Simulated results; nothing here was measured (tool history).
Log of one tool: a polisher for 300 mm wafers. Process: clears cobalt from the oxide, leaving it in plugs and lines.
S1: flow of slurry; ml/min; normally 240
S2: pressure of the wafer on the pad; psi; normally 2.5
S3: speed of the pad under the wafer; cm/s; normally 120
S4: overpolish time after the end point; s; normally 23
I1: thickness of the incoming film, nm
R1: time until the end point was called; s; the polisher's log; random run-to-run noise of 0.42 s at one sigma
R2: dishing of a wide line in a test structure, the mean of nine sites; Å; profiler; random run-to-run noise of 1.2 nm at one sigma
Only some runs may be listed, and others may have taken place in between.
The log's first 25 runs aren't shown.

run    hour   S1   S2   S3  S4     I1    R1   R2
 26  1295.8  215  1.7   92  29  221.3  66.3  495
 27  1321.4  240  2.5  120  37  220.6  36.8  532
 28  1361.1  300  1.6  140  23  221.8  44.7  498
 29  1421.3  215  1.7  132  11  215.9  47.9  363
 30  1489.3  240  2.5  152  28  220.8  31.6  553
     1499.9  -- worn pad replaced by a new one
     1532.1  -- head pressure recalibrated
 31  1553.3  240  2.5  120  23  220.5  36.1  506
 32  1602.9  240  3.2  120  36  218.6  29.2  552
     1612.8  -- slurry nozzle cleaned
 33  1649.6  240  2.2  152  23  221.7  29.8  539
 34  1717.1  240  2.5  138  30  218.3  30.2  565

Consider 4 possible next runs. They are alternatives, not a sequence: every one starts from the tool as it was left by run 34. What does each give?
  A  1717.5  240  2.5  120  23  219.7   ?   ?
  B  1717.5  165  1.7   82  28  219.7   ?   ?
  C  1717.5  240  3.3  120  34  219.7   ?   ?
  D  1717.5  165  1.7  160  17  219.7   ?   ?

run    R1   R2
  A  34.1  522
  B  71.5  454
  C  27.2  548
  D  36.6  478
With no hidden state in the tool, these same runs would have given:
run    R1   R2
  A  32.2  527
  B  66.8  465
  C  25.7  549
  D  34.2  488
